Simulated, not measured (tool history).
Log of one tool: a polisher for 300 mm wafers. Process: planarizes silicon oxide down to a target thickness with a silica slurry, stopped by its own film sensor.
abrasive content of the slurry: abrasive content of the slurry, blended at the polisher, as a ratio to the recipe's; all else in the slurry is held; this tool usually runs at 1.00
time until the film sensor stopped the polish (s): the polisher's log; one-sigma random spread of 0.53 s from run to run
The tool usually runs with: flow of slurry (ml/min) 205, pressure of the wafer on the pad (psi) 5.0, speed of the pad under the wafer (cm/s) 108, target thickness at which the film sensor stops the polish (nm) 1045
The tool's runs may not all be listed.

run   hour  flow of slurry (ml/min)  pressure of the wafer on the pad (psi)  speed of the pad under the wafer (cm/s)  abrasive content of the slurry  target thickness at which the film sensor stops the polish (nm)  wafers since the last listed run  wafers polished on this pad  hours since the slurry nozzle was cleaned  hours since the head pressure was calibrated  hours since the slurry blender was calibrated  hours since the conditioning disc was replaced  incoming thickness of the incoming film, nm  time until the film sensor stopped the polish (s)
  1    0.0                      205                                     4.2                                      108                            0.85                                                             1045                                 0                          222                                       13.4                                         188.1                                          103.1                                            24.8                                       1290.7                                               69.2
  2   22.4                      205                                     5.0                                      108                            1.15                                                             1045                               296                          518                                       35.8                                         210.5                                          125.5                                            47.2                                       1306.4                                               60.8
  3   39.1                      205                                     5.0                                      108                            1.15                                                             1045                               220                          739                                       52.5                                         227.2                                          142.2                                            63.9                                       1284.5                                               56.7
  4   66.5                      205                                     5.0                                      108                            1.15                                                             1045                               362                         1102                                       79.9                                         254.6                                          169.6                                            91.3                                       1272.1                                               53.7
  5   98.6                      225                                     5.0                                      108                            1.00                                                             1045                               424                         1526                                      112.0                                         286.7                                          201.7                                           123.4                                       1293.5                                               59.1
     102.5  -- slurry blender recalibrated
  6  120.6                      205                                     5.0                                      108                            0.85                                                             1045                               264                         1791                                      134.0                                         308.7                                           18.1                                           145.4                                       1302.0                                               66.2
  7  137.2                      205                                     5.0                                      108                            0.85                                                             1045                               219                         2010                                      150.6                                         325.3                                           34.7                                           162.0                                       1265.0                                               56.5
     148.1  -- worn pad replaced by a new one
  8  170.3                      205                                     5.0                                      108                            1.00                                                             1045                               384                          293                                      183.7                                         358.4                                           67.8                                           195.1                                       1294.8                                               62.0
  9  192.7                      205                                     6.4                                      108                            1.00                                                             1045                               296                          589                                      206.1                                         380.8                                           90.2                                           217.5                                       1275.7                                               48.9
 10  224.8                      150                                     5.0                                      108                            1.00                                                             1045                               424                         1014                                      238.2                                         412.9                                          122.3                                           249.6                                       1309.2                                               67.9
 11  250.2                      245                                     5.0                                      126                            1.00                                                             1045                               335                         1350                                      263.6                                         438.3                                          147.7                                           275.0                                       1287.2                                               52.4
 12  276.2                      150                                     6.2                                      108                            0.75                                                             1112                               343                         1693                                      289.6                                         464.3                                          173.7                                           301.0                                       1291.5                                               44.2
 13  295.3                      205                                     4.4                                       78                            0.90                                                              999                               252                         1946                                      308.7                                         483.4                                          192.8                                           320.1                                       1310.1                                              113.2
     308.9  -- slurry blender recalibrated
 14  329.3                      205                                     3.9                                       86                            1.00                                                             1045                               423                         2369                                      342.7                                         517.4                                           20.4                                           354.1                                       1282.2                                               82.4

Expected results for the next run?
     344.0  -- conditioning disc replaced and pad reconditioned
     350.8  -- worn pad replaced by a new one
 15  365.2                      205                                     5.0                                      108                            1.00                                                             1045                               395                          190                                      378.6                                         553.3                                           56.3                                            21.2                                       1271.1                                                  ?

time until the film sensor stopped the polish (s): 56.5
Had the tool carried no hidden state, the very same run would have given time until the film sensor stopped the polish (s) 54.0.
